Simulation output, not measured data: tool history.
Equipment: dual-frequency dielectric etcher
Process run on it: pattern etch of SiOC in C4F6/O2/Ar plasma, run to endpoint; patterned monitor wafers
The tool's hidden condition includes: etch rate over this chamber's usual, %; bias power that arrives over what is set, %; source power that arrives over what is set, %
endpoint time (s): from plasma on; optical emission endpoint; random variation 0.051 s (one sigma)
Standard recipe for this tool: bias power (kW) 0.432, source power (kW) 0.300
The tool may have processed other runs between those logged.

run,hour,bias power (kW),source power (kW),wafers since the last listed run,hours since the last wet clean,hours since the last bias power generator calibration,hours since the last source power generator calibration,hours since the last upper electrode change,"incoming incoming film thickness, nm",endpoint time (s)
1,0.0,0.432,0.300,0,246.4,1479.7,1041.3,2547.3,43.27,16.8
2,307.6,0.432,0.300,5168,554.0,1787.3,1348.9,2854.9,43.28,17.1
3,376.4,0.386,0.270,1156,622.8,1856.1,1417.7,2923.7,43.47,18.1
# hour 452.1: wet clean of the chamber
4,475.7,0.432,0.300,1265,23.6,1955.4,1517.0,3023.0,43.22,16.7
5,528.0,0.432,0.300,878,75.9,2007.7,1569.3,3075.3,43.60,16.9
6,564.4,0.432,0.300,611,112.3,2044.1,1605.7,3111.7,43.48,16.7
7,865.9,0.480,0.280,5066,413.8,2345.6,1907.2,3413.2,43.47,16.9
8,932.6,0.432,0.300,1120,480.5,2412.3,1973.9,3479.9,43.25,17.0
# hour 943.7: source power generator calibrated
9,1010.5,0.432,0.300,1241,558.4,2490.2,66.8,3557.8,43.49,17.3
10,1087.2,0.432,0.300,1288,635.1,2566.9,143.5,3634.5,43.00,17.3
# hour 1116.8: wet clean of the chamber
11,1141.8,0.432,0.300,514,25.0,2621.5,198.1,3689.1,43.29,16.8
12,1202.8,0.432,0.300,1025,86.0,2682.5,259.1,3750.1,43.22,16.8
13,1286.5,0.432,0.300,1406,169.7,2766.2,342.8,3833.8,43.69,17.0
14,1382.9,0.432,0.300,1619,266.1,2862.6,439.2,3930.2,43.25,16.9
15,1481.3,0.432,0.230,1653,364.5,2961.0,537.6,4028.6,43.73,18.4
16,1582.9,0.432,0.300,1707,466.1,3062.6,639.2,4130.2,43.93,17.5
17,1635.5,0.388,0.220,883,518.7,3115.2,691.8,4182.8,43.75,19.2
18,1723.0,0.432,0.300,1470,606.2,3202.7,779.3,4270.3,43.41,17.3
# hour 1810.1: upper electrode replaced
# hour 1845.9: wet clean of the chamber
19,1846.4,0.432,0.300,1267,0.5,3326.1,902.7,36.3,43.39,16.8
20,1889.5,0.521,0.260,724,43.6,3369.2,945.8,79.4,43.48,16.7
# hour 1992.1: bias power generator calibrated
21,1992.6,0.524,0.350,1665,146.7,0.5,1048.9,182.5,43.15,15.5
22,2087.5,0.529,0.250,1594,241.6,95.4,1143.8,277.4,43.49,16.9
23,2192.9,0.432,0.300,1771,347.0,200.8,1249.2,382.8,43.49,17.0
24,2241.2,0.432,0.300,811,395.3,249.1,1297.5,431.1,43.40,17.0
25,2296.5,0.364,0.270,929,450.6,304.4,1352.8,486.4,43.83,18.4
26,2353.4,0.347,0.230,956,507.5,361.3,1409.7,543.3,43.77,19.4
27,2405.3,0.432,0.250,872,559.4,413.2,1461.6,595.2,43.42,17.8
28,2496.0,0.432,0.300,1524,650.1,503.9,1552.3,685.9,43.38,17.3
# hour 2573.4: source power generator calibrated
29,2596.3,0.432,0.240,1618,750.4,604.2,22.9,786.2,43.62,18.4
# hour 2649.9: wet clean of the chamber
30,2702.3,0.369,0.240,1377,52.4,710.2,128.9,892.2,43.52,18.5
31,2791.7,0.507,0.300,1502,141.8,799.6,218.3,981.6,43.17,16.3
32,2876.5,0.432,0.280,1424,226.6,884.4,303.1,1066.4,43.51,17.4
33,2946.3,0.432,0.300,1172,296.4,954.2,372.9,1136.2,43.47,17.2
34,2982.6,0.388,0.220,609,332.7,990.5,409.2,1172.5,43.76,18.9
35,3037.5,0.485,0.270,922,387.6,1045.4,464.1,1227.4,43.35,17.1

4 ways to go on from here, each from the tool as it stands after run 35. What would each give?
A,3037.9,0.432,0.300,6,388.0,1045.8,464.5,1227.8,43.33,?
B,3037.9,0.482,0.230,6,388.0,1045.8,464.5,1227.8,43.33,?
C,3037.9,0.523,0.270,6,388.0,1045.8,464.5,1227.8,43.33,?
D,3037.9,0.432,0.330,6,388.0,1045.8,464.5,1227.8,43.33,?

run,endpoint time (s)
A,17.1
B,17.7
C,16.8
D,16.7
Had the tool no hidden state, the same runs would have come out as:
run,endpoint time (s)
A,16.8
B,17.4
C,16.5
D,16.4
